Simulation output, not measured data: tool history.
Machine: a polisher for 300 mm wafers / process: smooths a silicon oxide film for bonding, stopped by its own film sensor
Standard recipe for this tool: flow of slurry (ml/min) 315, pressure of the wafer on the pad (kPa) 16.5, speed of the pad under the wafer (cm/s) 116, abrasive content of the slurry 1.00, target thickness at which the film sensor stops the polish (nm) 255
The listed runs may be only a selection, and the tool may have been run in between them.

run	hour	flow of slurry (ml/min)	pressure of the wafer on the pad (kPa)	speed of the pad under the wafer (cm/s)	abrasive content of the slurry	target thickness at which the film sensor stops the polish (nm)	incoming thickness of the incoming film, nm	time until the film sensor stopped the polish (s)
1	0.0	315	16.5	116	1.00	278	337.8	64.6
# hour 20.5: head pressure recalibrated
2	77.4	315	16.5	116	1.00	278	338.1	68.6
# hour 120.7: worn pad replaced by a new one
3	148.1	345	16.5	116	1.00	255	339.6	88.6
4	195.9	345	16.5	116	1.00	255	338.8	86.1
5	243.0	345	16.5	116	1.00	255	343.6	93.0
# hour 308.1: slurry blender recalibrated
6	340.2	315	16.5	116	1.00	255	337.8	90.7
7	408.4	315	16.5	116	1.00	255	334.2	89.9
# hour 437.5: worn pad replaced by a new one
8	500.2	285	16.5	116	1.00	255	336.5	84.9
9	580.2	315	16.5	116	1.00	255	341.7	89.8
10	654.8	315	16.5	116	1.00	255	336.9	87.6
# hour 686.2: head pressure recalibrated
11	701.3	315	16.5	128	1.25	255	340.4	78.4
# hour 729.6: worn pad replaced by a new one
# hour 748.1: slurry nozzle cleaned
# hour 761.8: slurry blender recalibrated
12	799.4	315	16.5	116	1.00	255	340.0	89.3
13	844.2	315	16.5	142	1.00	255	340.4	77.0
14	941.4	230	16.5	116	1.00	255	343.1	98.4
# hour 1031.8: worn pad replaced by a new one
15	1034.5	315	16.5	116	1.00	255	341.9	88.1
16	1116.5	315	16.5	116	1.00	255	343.4	90.8
17	1194.1	315	16.5	116	1.00	235	343.4	119.1
# hour 1200.4: slurry blender recalibrated
# hour 1260.1: head pressure recalibrated
18	1291.5	265	16.5	138	0.85	255	335.4	83.9
# hour 1341.8: worn pad replaced by a new one
19	1391.7	315	16.5	116	1.00	255	343.0	91.8
# hour 1533.2: slurry nozzle cleaned
# hour 1634.5: slurry blender recalibrated
20	1693.7	400	11.7	116	1.20	246	337.0	138.4

Predict each of these 4 candidate next runs independently; none follows another, all start after run 20:
A	1694.1	315	18.6	116	1.00	255	338.8	?
B	1694.1	315	20.7	116	1.00	255	338.8	?
C	1694.1	315	15.2	152	1.00	255	338.8	?
D	1694.1	390	13.8	116	0.75	240	338.8	?

run	time until the film sensor stopped the polish (s)
A	87.0
B	78.3
C	86.0
D	154.0
Without the tool's hidden state the same runs would have given:
run	time until the film sensor stopped the polish (s)
A	74.6
B	67.1
C	73.8
D	132.1

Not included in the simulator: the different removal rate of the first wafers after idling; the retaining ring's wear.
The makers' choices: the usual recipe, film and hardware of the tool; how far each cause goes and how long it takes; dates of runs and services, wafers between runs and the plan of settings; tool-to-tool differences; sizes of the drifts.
